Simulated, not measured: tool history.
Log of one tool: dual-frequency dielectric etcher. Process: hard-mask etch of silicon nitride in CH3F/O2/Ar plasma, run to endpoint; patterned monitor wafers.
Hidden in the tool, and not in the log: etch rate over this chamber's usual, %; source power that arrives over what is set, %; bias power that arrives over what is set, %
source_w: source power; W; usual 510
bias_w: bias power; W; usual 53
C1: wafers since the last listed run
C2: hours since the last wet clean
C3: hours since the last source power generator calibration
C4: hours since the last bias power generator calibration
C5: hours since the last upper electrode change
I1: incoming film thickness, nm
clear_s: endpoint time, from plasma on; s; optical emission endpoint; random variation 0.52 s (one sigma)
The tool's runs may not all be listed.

Run 1, hour 0: usual settings; C1 0; C2 183.5; C3 1923.9; C4 2461.9; C5 2518.2; I1 56. Result: clear_s 89.5 s.
Run 2, hour 29.2: usual settings; C1 247; C2 212.7; C3 1953.1; C4 2491.1; C5 2547.4; I1 56.5. Result: clear_s 88.9 s.
Run 3, hour 62.9: usual settings; C1 285; C2 246.4; C3 1986.8; C4 2524.8; C5 2581.1; I1 56.2. Result: clear_s 89.4 s.
Run 4, hour 92.6: usual settings but source_w 460 W; C1 251; C2 276.1; C3 2016.5; C4 2554.5; C5 2610.8; I1 55.9. Result: clear_s 89.8 s.
Run 5, hour 133.7: usual settings but source_w 430 W, bias_w 62 W; C1 347; C2 317.2; C3 2057.6; C4 2595.6; C5 2651.9; I1 56.2. Result: clear_s 88.8 s.
Run 6, hour 147.1: usual settings but source_w 430 W, bias_w 62 W; C1 113; C2 330.6; C3 2071; C4 2609; C5 2665.3; I1 56.1. Result: clear_s 88.3 s.
Run 7, hour 175.8: usual settings but source_w 430 W, bias_w 62 W; C1 242; C2 359.3; C3 2099.7; C4 2637.7; C5 2694; I1 56.1. Result: clear_s 87.3 s.
Run 8, hour 203.5: usual settings; C1 234; C2 387; C3 2127.4; C4 2665.4; C5 2721.7; I1 56.1. Result: clear_s 89.3 s.
Run 9, hour 223.1: usual settings but bias_w 61 W; C1 165; C2 406.6; C3 2147; C4 2685; C5 2741.3; I1 56.6. Result: clear_s 85.3 s.
At hour 250: wet clean of the chamber.
Run 10, hour 250.5: usual settings but bias_w 61 W; C1 28; C2 0.5; C3 2174.4; C4 2712.4; C5 2768.7; I1 56.3. Result: clear_s 85.7 s.
Run 11, hour 272.9: usual settings but bias_w 61 W; C1 189; C2 22.9; C3 2196.8; C4 2734.8; C5 2791.1; I1 56.1. Result: clear_s 85.2 s.
Run 12, hour 288.7: usual settings but bias_w 44 W; C1 133; C2 38.7; C3 2212.6; C4 2750.6; C5 2806.9; I1 56.2. Result: clear_s 93.3 s.
Run 13, hour 304.8: usual settings; C1 136; C2 54.8; C3 2228.7; C4 2766.7; C5 2823; I1 55.8. Result: clear_s 87.6 s.
Run 14, hour 319.1: usual settings; C1 120; C2 69.1; C3 2243; C4 2781; C5 2837.3; I1 55.6. Result: clear_s 88.7 s.
Run 15, hour 333.3: usual settings but bias_w 45 W; C1 120; C2 83.3; C3 2257.2; C4 2795.2; C5 2851.5; I1 56.3. Result: clear_s 93.4 s.
At hour 347.8: source power generator calibrated.
Run 16, hour 368.5: usual settings but source_w 460 W; C1 263; C2 118.5; C3 20.7; C4 2830.4; C5 2886.7; I1 55.8. Result: clear_s 89.7 s.
Run 17, hour 398.6: usual settings but source_w 610 W; C1 254; C2 148.6; C3 50.8; C4 2860.5; C5 2916.8; I1 56.3. Result: clear_s 85.4 s.
At hour 418.9: bias power generator calibrated.
Run 18, hour 425.1: usual settings but source_w 610 W, bias_w 43 W; C1 190; C2 175.1; C3 77.3; C4 6.2; C5 2943.3; I1 56.3. Result: clear_s 90.4 s.
Run 19, hour 442.7: usual settings but source_w 600 W, bias_w 46 W; C1 148; C2 192.7; C3 94.9; C4 23.8; C5 2960.9; I1 55.8. Result: clear_s 88.1 s.
At hour 483.7: upper electrode replaced.
Run 20, hour 484.2: usual settings but bias_w 65 W; C1 148; C2 234.2; C3 136.4; C4 65.3; C5 0.5; I1 56.3. Result: clear_s 83.7 s.
Run 21, hour 500.8: usual settings; C1 140; C2 250.8; C3 153; C4 81.9; C5 17.1; I1 56. Result: clear_s 88.5 s.
Run 22, hour 522.2: usual settings but source_w 390 W, bias_w 43 W; C1 181; C2 272.2; C3 174.4; C4 103.3; C5 38.5; I1 56.4. Result: clear_s 101.2 s.
Run 23, hour 558.1: usual settings; C1 303; C2 308.1; C3 210.3; C4 139.2; C5 74.4; I1 56.4. Result: clear_s 89.1 s.
Run 24, hour 579.6: usual settings but bias_w 43 W; C1 181; C2 329.6; C3 231.8; C4 160.7; C5 95.9; I1 56.2. Result: clear_s 94.7 s.
Run 25, hour 603.4: usual settings but source_w 420 W; C1 201; C2 353.4; C3 255.6; C4 184.5; C5 119.7; I1 55.7. Result: clear_s 92 s.
Run 26, hour 634.9: usual settings; C1 266; C2 384.9; C3 287.1; C4 216; C5 151.2; I1 56.3. Result: clear_s 88.7 s.
Run 27, hour 670.2: usual settings but source_w 480 W, bias_w 65 W; C1 298; C2 420.2; C3 322.4; C4 251.3; C5 186.5; I1 56.3. Result: clear_s 85.9 s.
Run 28, hour 700.4: usual settings but source_w 460 W, bias_w 64 W; C1 255; C2 450.4; C3 352.6; C4 281.5; C5 216.7; I1 55.5. Result: clear_s 84.9 s.
Run 29, hour 734.3: usual settings but source_w 570 W; C1 286; C2 484.3; C3 386.5; C4 315.4; C5 250.6; I1 56. Result: clear_s 85.9 s.
Run 30, hour 757: usual settings but source_w 420 W, bias_w 56 W; C1 192; C2 507; C3 409.2; C4 338.1; C5 273.3; I1 56. Result: clear_s 90.9 s.

Forecast each of these 3 alternatives for the next run:
Run A, hour 757.4: usual settings; C1 3; C2 507.4; C3 409.6; C4 338.5; C5 273.7; I1 56.7. Result: clear_s ?.
Run B, hour 757.4: usual settings but source_w 620 W, bias_w 60 W; C1 3; C2 507.4; C3 409.6; C4 338.5; C5 273.7; I1 56.7. Result: clear_s ?.
Run C, hour 757.4: usual settings but source_w 590 W, bias_w 41 W; C1 3; C2 507.4; C3 409.6; C4 338.5; C5 273.7; I1 56.7. Result: clear_s ?.

run  clear_s
  A     89.1
  B     81.8
  C       92
Without the tool's hidden state the same runs would have given:
run  clear_s
  A     89.1
  B     81.8
  C       92
